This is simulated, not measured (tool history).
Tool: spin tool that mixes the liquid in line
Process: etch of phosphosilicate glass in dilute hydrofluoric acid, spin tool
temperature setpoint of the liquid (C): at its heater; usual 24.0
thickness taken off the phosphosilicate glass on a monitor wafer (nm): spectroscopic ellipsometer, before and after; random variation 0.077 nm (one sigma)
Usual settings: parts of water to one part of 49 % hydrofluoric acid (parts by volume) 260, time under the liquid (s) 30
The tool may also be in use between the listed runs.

| run | hour | temperature setpoint of the liquid (C) | parts of water to one part of 49 % hydrofluoric acid (parts by volume) | time under the liquid (s) | read-back film thickness of the phosphosilicate glass reference wafer, read on the same gauge (nm) | thickness taken off the phosphosilicate glass on a monitor wafer (nm) |
|---|---|---|---|---|---|---|
| 1 | 0.0 | 24.0 | 260 | 20 | 89.98 | 10.92 |
| 2 | 30.4 | 24.0 | 260 | 20 | 89.97 | 10.80 |
| 3 | 43.0 | 24.0 | 260 | 20 | 90.01 | 10.73 |
| 4 | 50.5 | 24.0 | 260 | 30 | 90.00 | 16.07 |
| 5 | 64.4 | 24.0 | 180 | 25 | 89.98 | 21.24 |
| 6 | 80.6 | 24.0 | 260 | 30 | 90.01 | 16.16 |
| 7 | 86.7 | 24.0 | 260 | 30 | 89.99 | 16.02 |
|  | 96.3 | hydrofluoric acid flow meter replaced |
|  | 96.4 | thermometer replaced |
| 8 | 96.8 | 21.5 | 350 | 40 | 89.96 | 15.79 |
| 9 | 105.0 | 24.0 | 260 | 30 | 89.98 | 18.84 |
| 10 | 111.4 | 25.5 | 260 | 30 | 89.99 | 19.87 |
| 11 | 118.7 | 21.0 | 205 | 40 | 90.00 | 30.29 |
|  | 123.4 | gauge calibrated |
| 12 | 133.0 | 24.0 | 210 | 40 | 90.02 | 32.90 |
| 13 | 144.6 | 24.0 | 260 | 30 | 90.02 | 18.71 |
| 14 | 162.0 | 24.0 | 330 | 30 | 89.99 | 13.75 |

4 ways to go on from here, each from the tool as it stands after run 14. What would each give?
| A | 162.4 | 24.0 | 260 | 30 | ? | ? |
| B | 162.4 | 19.5 | 155 | 30 | ? | ? |
| C | 162.4 | 24.0 | 355 | 30 | ? | ? |
| D | 162.4 | 26.0 | 260 | 20 | ? | ? |

| run | read-back film thickness of the phosphosilicate glass reference wafer, read on the same gauge (nm) | thickness taken off the phosphosilicate glass on a monitor wafer (nm) |
|---|---|---|
| A | 90.00 | 18.74 |
| B | 90.00 | 29.57 |
| C | 90.00 | 12.50 |
| D | 90.00 | 13.40 |
Without the tool's hidden state the same runs would have given:
| run | thickness taken off the phosphosilicate glass on a monitor wafer (nm) |
|---|---|
| A | 19.18 |
| B | 30.21 |
| C | 12.82 |
| D | 13.72 |

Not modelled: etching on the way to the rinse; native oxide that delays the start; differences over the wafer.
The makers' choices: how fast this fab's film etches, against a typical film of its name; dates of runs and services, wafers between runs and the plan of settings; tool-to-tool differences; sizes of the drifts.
